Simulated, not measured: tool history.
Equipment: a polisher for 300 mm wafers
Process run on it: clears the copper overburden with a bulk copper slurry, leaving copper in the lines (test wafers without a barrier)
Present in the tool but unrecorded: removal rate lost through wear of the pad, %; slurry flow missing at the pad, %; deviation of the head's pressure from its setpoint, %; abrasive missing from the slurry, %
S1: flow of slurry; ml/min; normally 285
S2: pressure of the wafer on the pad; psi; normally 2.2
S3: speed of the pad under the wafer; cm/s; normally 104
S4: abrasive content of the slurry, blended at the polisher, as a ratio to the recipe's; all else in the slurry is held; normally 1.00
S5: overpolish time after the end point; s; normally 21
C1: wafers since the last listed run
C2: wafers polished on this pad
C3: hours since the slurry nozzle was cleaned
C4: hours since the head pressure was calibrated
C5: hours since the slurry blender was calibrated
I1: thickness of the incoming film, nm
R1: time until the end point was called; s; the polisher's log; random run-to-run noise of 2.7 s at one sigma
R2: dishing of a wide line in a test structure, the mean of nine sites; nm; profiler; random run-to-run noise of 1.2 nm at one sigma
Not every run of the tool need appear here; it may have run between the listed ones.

run,hour,S1,S2,S3,S4,S5,C1,C2,C3,C4,C5,I1,R1,R2
1,0.0,285,2.2,104,0.90,21,0,1950,68.7,808.7,12.0,1058.2,142.8,55.8
2,24.2,285,2.2,104,0.90,21,209,2159,92.9,832.9,36.2,1057.9,141.6,56.8
3,61.1,285,2.2,104,0.90,21,319,2479,129.8,869.8,73.1,1041.7,141.4,55.7
# hour 85.5: worn pad replaced by a new one
4,116.6,285,2.2,104,1.00,21,445,269,185.3,925.3,128.6,1034.1,136.4,56.3
5,141.1,285,2.2,104,1.00,21,212,481,209.8,949.8,153.1,1049.2,135.6,54.7
# hour 182.2: head pressure recalibrated
6,207.5,285,2.2,78,1.00,21,557,1039,276.2,25.3,219.5,1038.4,184.3,48.8
7,245.3,285,2.2,104,1.00,21,327,1366,314.0,63.1,257.3,1047.3,142.2,53.1
8,282.1,285,2.2,104,1.00,21,318,1684,350.8,99.9,294.1,1064.4,148.5,53.7
# hour 302.9: slurry blender recalibrated
# hour 472.3: worn pad replaced by a new one
9,473.5,285,2.2,90,1.00,21,1605,10,542.2,291.3,170.6,1028.8,154.9,52.2
10,510.9,215,2.9,70,1.00,14,323,334,579.6,328.7,208.0,1035.6,161.6,42.6
11,567.8,285,2.2,114,1.00,13,492,827,636.5,385.6,264.9,1065.1,133.0,43.9
12,599.2,285,2.2,104,1.00,21,271,1098,667.9,417.0,296.3,1032.4,148.0,52.2
# hour 621.8: slurry nozzle cleaned
13,664.9,375,1.7,92,1.00,21,560,1659,43.1,482.7,362.0,1055.4,217.0,42.9
# hour 701.6: slurry blender recalibrated
14,713.3,285,2.9,82,1.00,21,401,2060,91.5,531.1,11.7,1033.6,132.6,59.4
15,760.6,245,2.7,104,0.85,21,409,2470,138.8,578.4,59.0,1035.3,116.7,60.8
# hour 781.4: worn pad replaced by a new one
16,933.1,285,2.2,78,1.00,21,1458,1313,311.3,750.9,231.5,1038.6,177.1,48.3
17,999.1,285,2.2,104,1.00,21,571,1884,377.3,816.9,297.5,1059.7,147.4,53.7
# hour 1056.9: slurry blender recalibrated
18,1060.3,285,2.2,104,1.00,21,512,2397,438.5,878.1,3.4,1056.0,131.5,52.9
19,1088.8,285,2.2,78,1.00,21,246,2643,467.0,906.6,31.9,1035.1,180.4,49.7
# hour 1098.9: head pressure recalibrated
20,1121.4,285,2.2,134,1.00,21,264,2908,499.6,22.5,64.5,1054.9,111.8,61.4
# hour 1145.2: worn pad replaced by a new one
21,1157.4,285,2.2,104,1.10,21,277,105,535.6,58.5,100.5,1040.7,131.4,54.2
22,1187.9,285,2.2,104,1.20,21,264,369,566.1,89.0,131.0,1041.4,130.8,55.7
23,1213.7,285,2.2,104,1.00,21,223,593,591.9,114.8,156.8,1055.2,140.9,55.1
# hour 1241.6: slurry nozzle cleaned
24,1249.8,285,2.6,128,1.20,15,303,897,8.2,150.9,192.9,1051.1,96.6,59.3
25,1300.2,285,2.2,104,1.00,21,436,1333,58.6,201.3,243.3,1054.2,144.8,53.0
26,1336.8,285,2.2,104,1.00,21,316,1650,95.2,237.9,279.9,1043.3,143.8,54.1
27,1400.0,245,2.2,72,1.30,12,547,2197,158.4,301.1,343.1,1052.8,195.0,32.4

Consider 5 possible next runs. They are alternatives, not a sequence: every one starts from the tool as it was left by run 27. What does each give?
A,1400.5,285,1.5,104,1.00,21,4,2201,158.9,301.6,343.6,1029.0,?,?
B,1400.5,285,2.2,104,1.00,29,4,2201,158.9,301.6,343.6,1029.0,?,?
C,1400.5,285,2.2,104,0.75,21,4,2201,158.9,301.6,343.6,1029.0,?,?
D,1400.5,235,1.7,104,1.00,15,4,2201,158.9,301.6,343.6,1029.0,?,?
E,1400.5,285,2.2,80,0.85,27,4,2201,158.9,301.6,343.6,1029.0,?,?

run,R1,R2
A,207.7,41.1
B,150.1,58.3
C,160.6,49.9
D,190.9,36.2
E,197.8,50.9
With the hidden condition removed and each run's random variation left untouched, the same runs would have given:
run,R1,R2
A,188.0,43.2
B,135.8,60.0
C,146.0,52.1
D,172.7,38.5
E,179.4,53.1
